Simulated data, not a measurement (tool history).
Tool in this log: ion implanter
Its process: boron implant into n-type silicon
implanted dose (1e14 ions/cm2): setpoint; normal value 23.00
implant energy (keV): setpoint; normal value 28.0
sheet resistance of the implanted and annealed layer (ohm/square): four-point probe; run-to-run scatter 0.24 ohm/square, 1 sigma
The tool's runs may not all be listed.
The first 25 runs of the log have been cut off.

| run | day | implanted dose (1e14 ions/cm2) | implant energy (keV) | read-back reference wafer on the same gauge, sheet resistance | sheet resistance of the implanted and annealed layer (ohm/square) |
|---|---|---|---|---|---|
| 26 | 77.629 | 23.00 | 23.0 | 84.46 | 76.73 |
| 27 | 88.271 | 23.00 | 36.0 | 84.39 | 68.58 |
| 28 | 91.258 | 17.78 | 36.5 | 84.53 | 81.22 |
| 29 | 92.946 | 29.03 | 19.5 | 84.42 | 74.26 |
| 30 | 95.962 | 18.11 | 32.0 | 84.44 | 81.36 |
| 31 | 101.046 | 27.11 | 37.5 | 84.45 | 61.86 |
| 32 | 103.038 | 23.00 | 28.0 | 84.40 | 72.32 |
| 33 | 105.962 | 26.58 | 28.0 | 84.53 | 67.05 |

Run 34, settings as shown, results not yet in. Your forecast:
| 34 | 108.712 | 18.18 | 22.0 | ? | ? |

{"run 34": {"read-back reference wafer on the same gauge, sheet resistance": 84.4, "sheet resistance of the implanted and annealed layer (ohm/square)": 86.92}}
Take away the tool's hidden state, keep the run-to-run variation as it was, and the same run would have given sheet resistance of the implanted and annealed layer (ohm/square) 86.92.
